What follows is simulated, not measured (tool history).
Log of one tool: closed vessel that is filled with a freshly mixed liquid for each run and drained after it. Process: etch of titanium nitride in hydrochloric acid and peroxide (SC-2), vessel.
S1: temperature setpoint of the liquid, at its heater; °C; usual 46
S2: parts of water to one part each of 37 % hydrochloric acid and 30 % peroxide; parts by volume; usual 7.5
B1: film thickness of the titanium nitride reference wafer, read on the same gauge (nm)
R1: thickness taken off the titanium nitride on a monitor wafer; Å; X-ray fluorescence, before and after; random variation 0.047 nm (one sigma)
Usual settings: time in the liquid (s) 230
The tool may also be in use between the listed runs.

run 1 day=0 | S1=46 S2=7.5 time_in_the_liquid_(s)=280 | B1=120 | R1=83
run 2 day=2.971 | S1=46 S2=7.5 time_in_the_liquid_(s)=280 | B1=119.98 | R1=82.9
run 3 day=5.125 | S1=46 S2=7.5 time_in_the_liquid_(s)=230 | B1=120 | R1=68
run 4 day=7.042 | S1=46 S2=7.5 time_in_the_liquid_(s)=230 | B1=120 | R1=68.7
run 5 day=10.075 | S1=46 S2=7.5 time_in_the_liquid_(s)=230 | B1=120 | R1=69.6
run 6 day=14.404 | S1=46 S2=7.5 time_in_the_liquid_(s)=200 | B1=120.01 | R1=60.8
run 7 day=16.879 | S1=46 S2=7.5 time_in_the_liquid_(s)=200 | B1=120.01 | R1=61.7
run 8 day=21.367 | S1=46 S2=7.5 time_in_the_liquid_(s)=200 | B1=119.98 | R1=62
run 9 day=23.3 | S1=46 S2=7.5 time_in_the_liquid_(s)=230 | B1=120 | R1=71.3
-- day=26.638 new drum of peroxide connected
run 10 day=27.171 | S1=46 S2=7.5 time_in_the_liquid_(s)=230 | B1=120.01 | R1=71.7
run 11 day=29.833 | S1=53 S2=7.5 time_in_the_liquid_(s)=230 | B1=120.01 | R1=114.2
run 12 day=32.038 | S1=46 S2=7.5 time_in_the_liquid_(s)=230 | B1=120.01 | R1=72.5
-- day=34.642 chemicals flow meter replaced
run 13 day=36.221 | S1=46 S2=7.5 time_in_the_liquid_(s)=230 | B1=120 | R1=69.1
run 14 day=39.571 | S1=49.5 S2=4.5 time_in_the_liquid_(s)=100 | B1=119.99 | R1=56.3

Forecast run 15:
run 15 day=42.117 | S1=50.5 S2=9.5 time_in_the_liquid_(s)=315 | B1=? | R1=?

B1: 119.98
R1: 108.1 Å
Without the tool's hidden state the same run would have given R1 101.3 Å.
